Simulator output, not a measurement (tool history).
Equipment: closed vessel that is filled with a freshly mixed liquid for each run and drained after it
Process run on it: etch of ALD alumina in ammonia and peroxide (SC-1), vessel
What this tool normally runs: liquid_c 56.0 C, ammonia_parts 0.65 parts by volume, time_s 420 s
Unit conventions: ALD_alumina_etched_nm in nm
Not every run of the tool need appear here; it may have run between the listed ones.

| run | hour | liquid_c | ammonia_parts | time_s | read-back film thickness of the ALD alumina reference wafer, read on the same gauge (nm) | ALD_alumina_etched_nm |
|---|---|---|---|---|---|---|
| 1 | 0.0 | 56.0 | 0.65 | 420 | 50.00 | 34.94 |
| 2 | 27.4 | 58.5 | 0.65 | 420 | 50.01 | 40.47 |
| 3 | 45.3 | 52.0 | 0.65 | 420 | 50.01 | 28.39 |
| 4 | 73.9 | 52.0 | 0.65 | 420 | 49.97 | 29.22 |
| 5 | 104.9 | 56.0 | 0.55 | 420 | 49.98 | 35.00 |
| 6 | 135.7 | 56.0 | 0.55 | 420 | 49.99 | 35.04 |
| 7 | 158.1 | 59.0 | 0.65 | 420 | 50.04 | 41.54 |
| 8 | 187.0 | 56.0 | 0.65 | 420 | 50.03 | 36.09 |
| 9 | 211.5 | 56.0 | 0.65 | 420 | 50.03 | 35.93 |
| 10 | 234.2 | 56.0 | 0.65 | 420 | 50.02 | 35.42 |
| 11 | 270.0 | 51.0 | 0.80 | 315 | 49.98 | 20.82 |
| 12 | 287.0 | 56.0 | 0.65 | 420 | 50.04 | 33.00 |
| 13 | 322.2 | 60.5 | 0.35 | 420 | 50.00 | 39.21 |
| 14 | 336.9 | 56.0 | 0.65 | 420 | 49.99 | 32.69 |
| 15 | 364.8 | 59.5 | 0.65 | 420 | 50.00 | 39.19 |
| 16 | 383.3 | 56.0 | 0.65 | 635 | 50.01 | 50.25 |
| 17 | 413.1 | 50.0 | 0.40 | 420 | 49.99 | 22.97 |
| 18 | 437.4 | 50.0 | 0.50 | 420 | 49.94 | 23.46 |
| 19 | 472.7 | 65.5 | 0.65 | 540 | 50.01 | 68.07 |
| 20 | 484.7 | 56.0 | 0.65 | 420 | 50.01 | 33.57 |
| 21 | 506.2 | 50.0 | 0.85 | 255 | 49.97 | 15.08 |
| 22 | 521.3 | 51.5 | 0.75 | 605 | 49.94 | 37.53 |
| 23 | 551.8 | 64.0 | 0.80 | 500 | 49.95 | 60.93 |
| 24 | 602.9 | 56.0 | 0.65 | 420 | 50.01 | 33.21 |
| 25 | 638.0 | 56.0 | 0.65 | 420 | 50.01 | 33.31 |
| 26 | 671.2 | 59.5 | 0.45 | 595 | 50.01 | 55.31 |
| 27 | 706.2 | 56.0 | 0.65 | 420 | 50.01 | 33.73 |
| 28 | 740.6 | 58.5 | 0.65 | 500 | 50.00 | 45.96 |
| 29 | 770.1 | 56.0 | 0.65 | 420 | 50.04 | 34.15 |

Withheld: 4 entries from between the runs. Position of each, and hidden state at the listed run before versus the listed run after:
Logged between run 9 and run 10: new drum of ammonia solution connected (hour 222.4); gauge calibrated (hour 227.6)
  liquid hotter than its thermometer reads (K): 1.99 -> 2.01
  measured value less the no-hidden-state value, ALD_alumina_etched_nm: +3.56 -> +3.55 nm
Logged between run 11 and run 12: thermometer replaced (hour 281.6)
  liquid hotter than its thermometer reads (K): 2.05 -> 0.355
  measured value less the no-hidden-state value, ALD_alumina_etched_nm: +2.19 -> +0.62 nm
Logged between run 15 and run 16: ammonia flow meter replaced (hour 369.2)
  liquid hotter than its thermometer reads (K): 0.434 -> 0.452
  measured value less the no-hidden-state value, ALD_alumina_etched_nm: +0.86 -> +1.18 nm
